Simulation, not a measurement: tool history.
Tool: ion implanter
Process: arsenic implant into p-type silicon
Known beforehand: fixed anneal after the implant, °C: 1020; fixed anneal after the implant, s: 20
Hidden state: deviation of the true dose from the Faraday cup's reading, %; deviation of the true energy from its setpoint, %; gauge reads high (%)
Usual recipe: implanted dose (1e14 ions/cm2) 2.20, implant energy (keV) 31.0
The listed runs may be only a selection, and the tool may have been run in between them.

run     day  implanted dose (1e14 ions/cm2)  implant energy (keV)  wafers since the last listed run  hours since the last dose calibration  hours since the extraction supply was calibrated  hours since the gauge calibration  read-back reference wafer on the same gauge, sheet resistance  sheet resistance of the implanted and annealed layer (ohm/square)
  1   0.000                            2.20                  31.0                                 0                                  636.5                                            2574.5                             1672.7                                                         417.76                                                             377.63
  2   3.329                            2.20                  31.0                              2642                                  716.4                                            2654.4                             1752.6                                                         417.49                                                             380.14
  3   5.925                            2.20                  31.0                              2060                                  778.7                                            2716.7                             1814.9                                                         418.33                                                             374.22
  4   8.475                            2.20                  31.0                              2023                                  839.9                                            2777.9                             1876.1                                                         418.19                                                             378.54
  5  10.425                            2.20                  31.0                              1547                                  886.7                                            2824.7                             1922.9                                                         418.67                                                             380.96
  6  13.217                            2.20                  31.0                              2215                                  953.7                                            2891.7                             1989.9                                                         418.52                                                             379.60
  7  16.246                            2.20                  31.0                              2403                                 1026.4                                            2964.4                             2062.6                                                         419.02                                                             379.13
  8  18.138                            2.20                  31.0                              1501                                 1071.8                                            3009.8                             2108.0                                                         419.08                                                             379.13
  9  21.567                            2.20                  31.0                              2721                                 1154.1                                            3092.1                             2190.3                                                         419.69                                                             379.93
 10  23.600                            2.20                  31.0                              1613                                 1202.9                                            3140.9                             2239.1                                                         419.76                                                             378.87
 11  25.792                            2.20                  31.0                              1739                                 1255.5                                            3193.5                             2291.7                                                         420.29                                                             378.51
 12  34.442                            2.20                  31.0                              6864                                 1463.1                                            3401.1                             2499.3                                                         421.09                                                             380.24
     35.783  -- extraction supply calibrated
 13  38.700                            2.20                  36.0                              3114                                 1565.3                                              70.0                             2601.5                                                         421.22                                                             375.67
 14  42.808                            2.20                  36.0                              3260                                 1663.9                                             168.6                             2700.1                                                         421.83                                                             372.58
 15  44.338                            2.20                  31.0                              1213                                 1700.6                                             205.3                             2736.8                                                         422.11                                                             380.86
     46.950  -- gauge calibrated
 16  47.942                            2.63                  39.5                              2860                                 1787.1                                             291.8                               23.8                                                         406.26                                                             311.13
 17  51.850                            2.20                  27.5                              3101                                 1880.9                                             385.6                              117.6                                                         406.66                                                             373.77
 18  61.975                            2.50                  20.5                              8035                                 2123.9                                             628.6                              360.6                                                         408.42                                                             353.10
 19  64.075                            2.20                  31.0                              1666                                 2174.3                                             679.0                              411.0                                                         407.94                                                             365.84
     65.050  -- Faraday cup replaced and dose calibrated
 20  68.075                            2.20                  38.5                              2909                                   72.6                                             775.0                              507.0                                                         408.47                                                             355.07

The next listed run, before its measurement:
 21  69.862                            1.85                  28.0                              1418                                  115.5                                             817.9                              549.9                                                              ?                                                                  ?

Run 21 yielded read-back reference wafer on the same gauge, sheet resistance 408.57, sheet resistance of the implanted and annealed layer (ohm/square) 425.19.
On a tool with no hidden condition, and with the same random variation, this run would have come out at sheet resistance of the implanted and annealed layer (ohm/square) 423.57.
